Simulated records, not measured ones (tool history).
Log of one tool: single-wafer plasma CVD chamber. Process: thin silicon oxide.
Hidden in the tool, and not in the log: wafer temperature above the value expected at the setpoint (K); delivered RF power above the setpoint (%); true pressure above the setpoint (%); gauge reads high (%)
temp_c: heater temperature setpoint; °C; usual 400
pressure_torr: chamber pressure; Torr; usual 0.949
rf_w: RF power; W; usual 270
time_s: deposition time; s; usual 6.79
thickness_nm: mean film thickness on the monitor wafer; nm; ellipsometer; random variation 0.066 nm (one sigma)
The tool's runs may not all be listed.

| run | hour | temp_c | pressure_torr | rf_w | time_s | wafers since the last listed run | hours since the last thermocouple change | hours since the last RF generator calibration | hours since the last manometer calibration | hours since the showerhead was replaced | hours since the gauge calibration | read-back reference wafer on the same gauge, thickness_nm | thickness_nm |
|---|---|---|---|---|---|---|---|---|---|---|---|---|---|
| 1 | 0.0 | 400 | 0.949 | 270 | 6.79 | 0 | 986.2 | 335.4 | 204.0 | 6952.4 | 2028.1 | 11.498 | 13.509 |
| 2 | 28.5 | 400 | 0.949 | 270 | 6.79 | 864 | 1014.7 | 363.9 | 232.5 | 6980.9 | 2056.6 | 11.505 | 13.610 |
| 3 | 61.0 | 400 | 0.949 | 270 | 6.79 | 986 | 1047.2 | 396.4 | 265.0 | 7013.4 | 2089.1 | 11.508 | 13.436 |
|  | 66.1 | gauge calibrated |
| 4 | 128.1 | 400 | 0.874 | 270 | 6.79 | 2035 | 1114.3 | 463.5 | 332.1 | 7080.5 | 62.0 | 11.493 | 12.483 |
| 5 | 176.4 | 390 | 0.798 | 285 | 7.42 | 1465 | 1162.6 | 511.8 | 380.4 | 7128.8 | 110.3 | 11.478 | 12.990 |
| 6 | 224.2 | 391 | 0.783 | 240 | 7.35 | 1450 | 1210.4 | 559.6 | 428.2 | 7176.6 | 158.1 | 11.512 | 11.575 |
|  | 249.3 | thermocouple changed; heater temperature recalibrated |
| 7 | 249.8 | 400 | 0.949 | 270 | 6.79 | 533 | 0.5 | 585.2 | 453.8 | 7202.2 | 183.7 | 11.481 | 13.659 |
| 8 | 302.7 | 388 | 0.949 | 305 | 6.79 | 1604 | 53.4 | 638.1 | 506.7 | 7255.1 | 236.6 | 11.490 | 14.402 |
| 9 | 332.6 | 400 | 0.949 | 270 | 7.57 | 907 | 83.3 | 668.0 | 536.6 | 7285.0 | 266.5 | 11.480 | 15.067 |
| 10 | 400.7 | 391 | 0.783 | 240 | 7.35 | 2066 | 151.4 | 736.1 | 604.7 | 7353.1 | 334.6 | 11.530 | 11.600 |
| 11 | 435.3 | 408 | 0.949 | 285 | 6.39 | 1049 | 186.0 | 770.7 | 639.3 | 7387.7 | 369.2 | 11.508 | 13.032 |
| 12 | 476.0 | 400 | 0.949 | 270 | 6.79 | 1234 | 226.7 | 811.4 | 680.0 | 7428.4 | 409.9 | 11.505 | 13.652 |
| 13 | 520.4 | 391 | 0.949 | 245 | 6.79 | 1347 | 271.1 | 855.8 | 724.4 | 7472.8 | 454.3 | 11.489 | 13.024 |
| 14 | 612.0 | 400 | 0.949 | 270 | 6.79 | 2779 | 362.7 | 947.4 | 816.0 | 7564.4 | 545.9 | 11.489 | 13.738 |
| 15 | 647.6 | 400 | 0.949 | 270 | 6.79 | 1080 | 398.3 | 983.0 | 851.6 | 7600.0 | 581.5 | 11.529 | 13.553 |
| 16 | 718.0 | 400 | 0.949 | 270 | 6.79 | 2135 | 468.7 | 1053.4 | 922.0 | 7670.4 | 651.9 | 11.520 | 13.632 |
| 17 | 762.3 | 400 | 0.949 | 270 | 6.79 | 1344 | 513.0 | 1097.7 | 966.3 | 7714.7 | 696.2 | 11.497 | 13.507 |
|  | 787.3 | showerhead replaced |
| 18 | 807.3 | 400 | 1.109 | 270 | 5.73 | 1122 | 558.0 | 1142.7 | 1011.3 | 20.0 | 741.2 | 11.479 | 12.720 |
| 19 | 857.1 | 387 | 0.870 | 320 | 6.43 | 1510 | 607.8 | 1192.5 | 1061.1 | 69.8 | 791.0 | 11.504 | 12.834 |
| 20 | 902.3 | 400 | 0.949 | 270 | 6.79 | 1371 | 653.0 | 1237.7 | 1106.3 | 115.0 | 836.2 | 11.480 | 13.564 |
| 21 | 935.9 | 409 | 0.949 | 270 | 5.47 | 1019 | 686.6 | 1271.3 | 1139.9 | 148.6 | 869.8 | 11.481 | 10.971 |
| 22 | 981.7 | 400 | 0.949 | 270 | 6.79 | 1389 | 732.4 | 1317.1 | 1185.7 | 194.4 | 915.6 | 11.525 | 13.493 |
|  | 1007.2 | capacitance manometer re-zeroed and calibrated |
| 23 | 1019.1 | 400 | 1.025 | 270 | 7.54 | 891 | 769.8 | 1354.5 | 11.9 | 231.8 | 953.0 | 11.482 | 15.932 |
| 24 | 1070.3 | 395 | 0.814 | 250 | 6.79 | 1553 | 821.0 | 1405.7 | 63.1 | 283.0 | 1004.2 | 11.508 | 11.320 |
| 25 | 1107.0 | 400 | 0.949 | 270 | 6.33 | 1113 | 857.7 | 1442.4 | 99.8 | 319.7 | 1040.9 | 11.496 | 12.622 |
| 26 | 1159.9 | 412 | 1.167 | 270 | 6.33 | 1604 | 910.6 | 1495.3 | 152.7 | 372.6 | 1093.8 | 11.499 | 14.677 |
| 27 | 1214.0 | 400 | 0.949 | 235 | 6.79 | 1641 | 964.7 | 1549.4 | 206.8 | 426.7 | 1147.9 | 11.503 | 12.694 |
| 28 | 1263.5 | 400 | 0.949 | 270 | 6.79 | 1501 | 1014.2 | 1598.9 | 256.3 | 476.2 | 1197.4 | 11.512 | 13.601 |

5 ways to go on from here, each from the tool as it stands after run 28. What would each give?
| A | 1263.9 | 400 | 0.949 | 230 | 6.79 | 12 | 1014.6 | 1599.3 | 256.7 | 476.6 | 1197.8 | ? | ? |
| B | 1263.9 | 400 | 1.173 | 270 | 6.79 | 12 | 1014.6 | 1599.3 | 256.7 | 476.6 | 1197.8 | ? | ? |
| C | 1263.9 | 388 | 0.802 | 290 | 7.61 | 12 | 1014.6 | 1599.3 | 256.7 | 476.6 | 1197.8 | ? | ? |
| D | 1263.9 | 400 | 0.949 | 245 | 6.79 | 12 | 1014.6 | 1599.3 | 256.7 | 476.6 | 1197.8 | ? | ? |
| E | 1263.9 | 400 | 0.803 | 270 | 8.02 | 12 | 1014.6 | 1599.3 | 256.7 | 476.6 | 1197.8 | ? | ? |

| run | read-back reference wafer on the same gauge, thickness_nm | thickness_nm |
|---|---|---|
| A | 11.513 | 12.611 |
| B | 11.513 | 15.862 |
| C | 11.513 | 13.435 |
| D | 11.513 | 12.987 |
| E | 11.513 | 13.657 |
Without the tool's hidden state the same runs would have given:
| run | thickness_nm |
|---|---|
| A | 12.611 |
| B | 15.862 |
| C | 13.435 |
| D | 12.987 |
| E | 13.657 |
